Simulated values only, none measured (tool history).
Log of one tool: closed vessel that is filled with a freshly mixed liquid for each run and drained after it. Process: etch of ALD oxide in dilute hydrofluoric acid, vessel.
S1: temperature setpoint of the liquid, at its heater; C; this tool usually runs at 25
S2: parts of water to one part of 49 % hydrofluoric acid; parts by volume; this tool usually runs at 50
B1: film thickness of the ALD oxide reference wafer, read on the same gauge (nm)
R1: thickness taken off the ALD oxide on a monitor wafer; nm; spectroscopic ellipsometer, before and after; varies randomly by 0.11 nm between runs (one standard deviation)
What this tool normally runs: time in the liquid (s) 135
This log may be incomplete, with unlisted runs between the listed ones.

run 1 hour=0 | S1=25 S2=50 time_in_the_liquid_(s)=95 | B1=50 | R1=19.96
run 2 hour=45.9 | S1=25 S2=50 time_in_the_liquid_(s)=95 | B1=50 | R1=19.98
run 3 hour=130 | S1=25 S2=50 time_in_the_liquid_(s)=95 | B1=50 | R1=19.98
run 4 hour=195.3 | S1=25 S2=70 time_in_the_liquid_(s)=135 | B1=49.98 | R1=19.9
run 5 hour=266.4 | S1=25 S2=70 time_in_the_liquid_(s)=135 | B1=50 | R1=19.82
run 6 hour=305.8 | S1=25 S2=50 time_in_the_liquid_(s)=135 | B1=50.02 | R1=28.41
run 7 hour=343.8 | S1=25 S2=50 time_in_the_liquid_(s)=135 | B1=50.01 | R1=28.46
run 8 hour=396 | S1=25 S2=50 time_in_the_liquid_(s)=135 | B1=49.97 | R1=28.38
run 9 hour=461.2 | S1=25 S2=50 time_in_the_liquid_(s)=100 | B1=50.05 | R1=21.14
run 10 hour=493.1 | S1=25 S2=50 time_in_the_liquid_(s)=100 | B1=49.99 | R1=21.16
run 11 hour=533.2 | S1=25 S2=50 time_in_the_liquid_(s)=100 | B1=50.05 | R1=21.18
run 12 hour=584.5 | S1=25 S2=50 time_in_the_liquid_(s)=135 | B1=50.05 | R1=28.48
-- hour=633.7 gauge calibrated
run 13 hour=650 | S1=25 S2=50 time_in_the_liquid_(s)=135 | B1=49.99 | R1=28.52
run 14 hour=702.4 | S1=25 S2=50 time_in_the_liquid_(s)=135 | B1=50.01 | R1=28.46
-- hour=792.8 thermometer replaced
-- hour=851.1 hydrofluoric acid flow meter replaced
run 15 hour=908 | S1=25 S2=50 time_in_the_liquid_(s)=135 | B1=49.98 | R1=28.61
run 16 hour=951.5 | S1=20.5 S2=65 time_in_the_liquid_(s)=70 | B1=49.99 | R1=9.3
run 17 hour=1003 | S1=25 S2=50 time_in_the_liquid_(s)=135 | B1=50 | R1=28.68
run 18 hour=1044.1 | S1=25 S2=50 time_in_the_liquid_(s)=135 | B1=49.96 | R1=28.47
run 19 hour=1097.5 | S1=26.5 S2=40 time_in_the_liquid_(s)=160 | B1=50 | R1=45.54
run 20 hour=1136.5 | S1=25 S2=25 time_in_the_liquid_(s)=135 | B1=50.05 | R1=59.24
run 21 hour=1200.7 | S1=21 S2=50 time_in_the_liquid_(s)=135 | B1=50 | R1=24.2
run 22 hour=1267.6 | S1=22.5 S2=50 time_in_the_liquid_(s)=60 | B1=50.03 | R1=11.5
run 23 hour=1302 | S1=27 S2=30 time_in_the_liquid_(s)=170 | B1=50.02 | R1=67.08
run 24 hour=1340.1 | S1=21.5 S2=25 time_in_the_liquid_(s)=95 | B1=49.98 | R1=35.93
run 25 hour=1382.8 | S1=25 S2=50 time_in_the_liquid_(s)=135 | B1=50.01 | R1=28.44
run 26 hour=1418.5 | S1=25 S2=50 time_in_the_liquid_(s)=70 | B1=50.02 | R1=14.75
run 27 hour=1459.6 | S1=25 S2=50 time_in_the_liquid_(s)=135 | B1=49.98 | R1=28.65
run 28 hour=1495.2 | S1=22.5 S2=50 time_in_the_liquid_(s)=165 | B1=49.97 | R1=31.31
run 29 hour=1532.4 | S1=25 S2=50 time_in_the_liquid_(s)=100 | B1=50.03 | R1=21.06

Each row is a separate what-if for the run after 29, all from the same tool condition, not one after another. Results?
run A hour=1533.1 | S1=25 S2=50 time_in_the_liquid_(s)=135 | B1=? | R1=?
run B hour=1533.1 | S1=21.5 S2=50 time_in_the_liquid_(s)=170 | B1=? | R1=?
run C hour=1533.1 | S1=25 S2=40 time_in_the_liquid_(s)=135 | B1=? | R1=?

run=A B1=50 R1=28.67
run=B B1=50 R1=31.23
run=C B1=50 R1=36.33
Without the tool's hidden state the same runs would have given:
run=A R1=28.67
run=B R1=31.23
run=C R1=36.33

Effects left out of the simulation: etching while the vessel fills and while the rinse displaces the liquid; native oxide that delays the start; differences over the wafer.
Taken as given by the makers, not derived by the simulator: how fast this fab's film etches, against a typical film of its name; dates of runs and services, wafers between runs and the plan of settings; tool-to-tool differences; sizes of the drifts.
